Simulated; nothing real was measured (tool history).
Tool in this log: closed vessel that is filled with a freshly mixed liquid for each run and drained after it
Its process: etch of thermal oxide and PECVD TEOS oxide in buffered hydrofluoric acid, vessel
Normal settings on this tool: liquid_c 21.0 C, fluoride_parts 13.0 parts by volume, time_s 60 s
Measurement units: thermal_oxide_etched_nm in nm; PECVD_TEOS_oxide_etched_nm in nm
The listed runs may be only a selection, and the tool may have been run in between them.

| run | hour | liquid_c | fluoride_parts | time_s | read-back film thickness of the thermal oxide reference wafer, read on the same gauge (nm) | read-back film thickness of the PECVD TEOS oxide reference wafer, read on the same gauge (nm) | thermal_oxide_etched_nm | PECVD_TEOS_oxide_etched_nm |
|---|---|---|---|---|---|---|---|---|
| 1 | 0.0 | 21.0 | 10.5 | 50 | 59.98 | 59.99 | 47.21 | 69.66 |
| 2 | 21.1 | 18.5 | 13.0 | 60 | 59.97 | 59.97 | 40.04 | 59.67 |
| 3 | 53.7 | 18.5 | 13.0 | 60 | 60.00 | 59.99 | 39.70 | 58.67 |
| 4 | 87.4 | 18.5 | 13.0 | 60 | 59.97 | 59.99 | 39.71 | 59.28 |
| 5 | 105.4 | 21.0 | 10.5 | 60 | 60.01 | 60.04 | 56.04 | 82.25 |
| 6 | 134.4 | 21.0 | 10.5 | 60 | 60.02 | 59.97 | 56.30 | 84.26 |
| 7 | 163.7 | 21.0 | 13.0 | 60 | 60.04 | 59.99 | 45.66 | 66.63 |
|  | 170.0 | thermometer replaced |
|  | 186.8 | gauge calibrated |
| 8 | 199.1 | 25.0 | 9.0 | 90 | 60.00 | 60.04 | 120.88 | 178.46 |
| 9 | 226.8 | 21.0 | 13.0 | 60 | 59.98 | 60.02 | 45.56 | 66.30 |
|  | 240.6 | hydrofluoric acid flow meter replaced |
| 10 | 246.5 | 19.5 | 11.0 | 85 | 59.99 | 60.03 | 74.67 | 109.40 |
| 11 | 274.4 | 21.0 | 13.0 | 40 | 60.02 | 60.01 | 32.15 | 47.83 |

Run 12, settings as shown, results not yet in. Your forecast:
| 12 | 297.2 | 17.0 | 15.0 | 30 | ? | ? | ? | ? |

read-back film thickness of the thermal oxide reference wafer, read on the same gauge (nm): 60.00
read-back film thickness of the PECVD TEOS oxide reference wafer, read on the same gauge (nm): 59.96
thermal_oxide_etched_nm: 16.90 nm
PECVD_TEOS_oxide_etched_nm: 24.79 nm
If the tool had no hidden condition, the same run with the same run-to-run variation would have returned thermal_oxide_etched_nm 16.95 nm, PECVD_TEOS_oxide_etched_nm 24.86 nm.

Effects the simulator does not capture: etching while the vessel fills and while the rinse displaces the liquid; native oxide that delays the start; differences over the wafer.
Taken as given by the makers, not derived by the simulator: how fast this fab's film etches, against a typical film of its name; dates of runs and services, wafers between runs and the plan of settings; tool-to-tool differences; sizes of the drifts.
